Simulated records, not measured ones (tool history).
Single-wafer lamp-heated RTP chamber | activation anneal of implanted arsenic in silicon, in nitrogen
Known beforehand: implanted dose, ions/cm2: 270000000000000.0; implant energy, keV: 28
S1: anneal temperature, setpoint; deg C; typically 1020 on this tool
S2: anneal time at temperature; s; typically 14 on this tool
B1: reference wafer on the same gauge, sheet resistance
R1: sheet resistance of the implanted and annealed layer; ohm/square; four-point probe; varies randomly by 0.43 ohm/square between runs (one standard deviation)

{"run": 1, "hour": 0.0, "S1": 1014, "S2": 16, "B1": 266.33, "R1": 285.11}
{"run": 2, "hour": 49.2, "S1": 1020, "S2": 14, "B1": 266.38, "R1": 284.84}
{"hour": 88.3, "done": "pyrometer window cleaned and pyrometer calibrated"}
{"run": 3, "hour": 118.2, "S1": 1020, "S2": 14, "B1": 266.38, "R1": 284.28}
{"run": 4, "hour": 203.5, "S1": 1020, "S2": 14, "B1": 266.04, "R1": 284.12}
{"run": 5, "hour": 254.8, "S1": 997, "S2": 18, "B1": 266.07, "R1": 285.09}
{"run": 6, "hour": 318.7, "S1": 997, "S2": 18, "B1": 266.04, "R1": 284.55}
{"hour": 332.4, "done": "pyrometer window cleaned and pyrometer calibrated"}
{"hour": 613.8, "done": "pyrometer window cleaned and pyrometer calibrated"}
{"run": 7, "hour": 620.7, "S1": 1027, "S2": 20, "B1": 265.85, "R1": 282.13}
{"run": 8, "hour": 701.2, "S1": 1027, "S2": 20, "B1": 265.69, "R1": 282.31}
{"hour": 712.4, "done": "gauge calibrated"}
{"run": 9, "hour": 743.7, "S1": 1020, "S2": 14, "B1": 268.61, "R1": 285.87}
{"hour": 772.5, "done": "reflector plate cleaned"}
{"hour": 860.3, "done": "pyrometer window cleaned and pyrometer calibrated"}
{"run": 10, "hour": 932.8, "S1": 1040, "S2": 14, "B1": 267.38, "R1": 283.78}
{"run": 11, "hour": 971.5, "S1": 992, "S2": 7, "B1": 267.25, "R1": 288.45}
{"run": 12, "hour": 1013.9, "S1": 1046, "S2": 18, "B1": 267.32, "R1": 281.4}

What does the tool deliver on the next run?
{"run": 13, "hour": 1062.3, "S1": 1039, "S2": 14, "B1": "?", "R1": "?"}

B1: 266.91
R1: 283.8 ohm/square
Were there no unlogged condition in the tool, this run, its random variation unchanged, would have produced R1 286.02 ohm/square.
